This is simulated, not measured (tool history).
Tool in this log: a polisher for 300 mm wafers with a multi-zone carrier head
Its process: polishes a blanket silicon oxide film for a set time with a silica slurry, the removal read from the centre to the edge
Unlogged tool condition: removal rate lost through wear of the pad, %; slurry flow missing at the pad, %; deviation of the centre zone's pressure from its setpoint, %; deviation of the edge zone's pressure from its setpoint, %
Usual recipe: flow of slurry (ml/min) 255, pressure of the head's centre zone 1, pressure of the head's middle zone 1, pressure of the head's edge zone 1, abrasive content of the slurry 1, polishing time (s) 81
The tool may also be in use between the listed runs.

run	day	flow of slurry (ml/min)	pressure of the head's centre zone	pressure of the head's middle zone	pressure of the head's edge zone	abrasive content of the slurry	polishing time (s)	wafers since the last listed run	wafers polished on this pad	hours since the slurry nozzle was cleaned	hours since the centre zone pressure was calibrated	hours since the edge zone pressure was calibrated	hours since the carrier head's membrane was replaced	incoming thickness of the incoming film, nm	film removed at the wafer's centre (angstrom)	film removed at mid-radius (angstrom)	film removed at the wafer's edge (angstrom)
1	0	305	1.07	1	1	1.15	81	0	859	295.4	842.4	124.9	1302.4	1786.6	4794	4079	4081
# day 0.317: worn pad replaced by a new one
2	0.342	255	1	1	1	1	81	36	4	303.6	850.6	133.1	1310.6	1789.7	4135	3740	3736
3	0.804	255	0.89	1	1	1	81	96	101	314.7	861.7	144.2	1321.7	1844.4	3659	3785	3729
4	1.083	195	1	1	0.94	1	61	58	160	321.4	868.4	150.9	1328.4	1778.7	3063	2670	2662
5	1.562	290	1.05	1	1.12	1.25	81	100	260	332.9	879.9	162.4	1339.9	1810.8	4945	4384	4497
6	1.996	255	1	1	1	1	102	90	351	343.3	890.3	172.8	1350.3	1825.8	5173	4596	4763
# day 2.729: carrier head's membrane replaced by a new one
7	2.75	255	0.92	1	1	1	73	114	465	361.4	908.4	190.9	0.5	1823.2	3476	3315	3410
# day 2.833: centre zone pressure recalibrated
8	2.992	255	1	1	1	1	81	33	499	367.2	3.8	196.7	6.3	1838.1	3612	3736	3728
9	3.625	255	1	1	1	1	81	132	631	382.4	19	211.9	21.5	1829	3712	3702	3741
10	3.954	185	1	1	1.1	0.75	89	68	700	390.3	26.9	219.8	29.4	1809.1	3168	3246	3449
# day 4.075: slurry nozzle cleaned
11	4.404	255	1	1	1.04	1	81	85	786	7.9	37.7	230.6	40.2	1833.2	3625	3708	3826
# day 4.65: worn pad replaced by a new one
12	4.971	185	1	1	1.1	0.75	89	83	67	21.5	51.3	244.2	53.8	1806.9	3177	3278	3413
13	5.267	255	1	1	1	1	81	62	129	28.6	58.4	251.3	60.9	1811.1	3637	3660	3733
14	5.65	255	1	1	1	0.85	81	80	209	37.8	67.6	260.5	70.1	1828.6	3281	3382	3296
15	5.975	170	0.91	1	0.9	1	81	68	277	45.6	75.4	268.3	77.9	1844.5	3103	3491	3468
16	6.325	255	1	1	1	1	81	73	351	54	83.8	276.7	86.3	1809.7	3635	3752	3741
17	6.967	300	0.9	1	0.89	1.15	81	134	485	69.4	99.2	292.1	101.7	1795.1	3594	4077	3941
18	7.329	255	1	0.96	1	1	81	75	561	78.1	107.9	300.8	110.4	1843.5	3665	3493	3698
19	8.021	255	0.96	1	1	1	81	144	706	94.7	124.5	317.4	127	1813.5	3502	3703	3688
20	8.346	255	1	1	1.07	0.9	97	68	774	102.5	132.3	325.2	134.8	1817.8	4163	4165	4405
21	8.704	255	1	1	1	1	81	75	849	111.1	140.9	333.8	143.4	1843.1	3644	3746	3702
22	9.012	255	1	0.89	1	0.85	72	64	914	118.5	148.3	341.2	150.8	1793.8	2979	2733	3059
23	9.508	255	1	1	1	1	81	103	1018	130.4	160.2	353.1	162.7	1778.1	3675	3729	3848

What would each run have given without the hidden state, its run-to-run variation left as it was?
run	film removed at the wafer's centre (angstrom)
1	4286
2	3689
3	3254
4	2723
5	4387
6	4579
7	3062
8	3665
9	3766
10	3214
11	3677
12	3222
13	3688
14	3327
15	3146
16	3684
17	3642
18	3713
19	3545
20	4214
21	3688
22	3014
23	3716
film removed at mid-radius (angstrom): within 3 of the measured result in every run.
film removed at the wafer's edge (angstrom): as measured in every run.
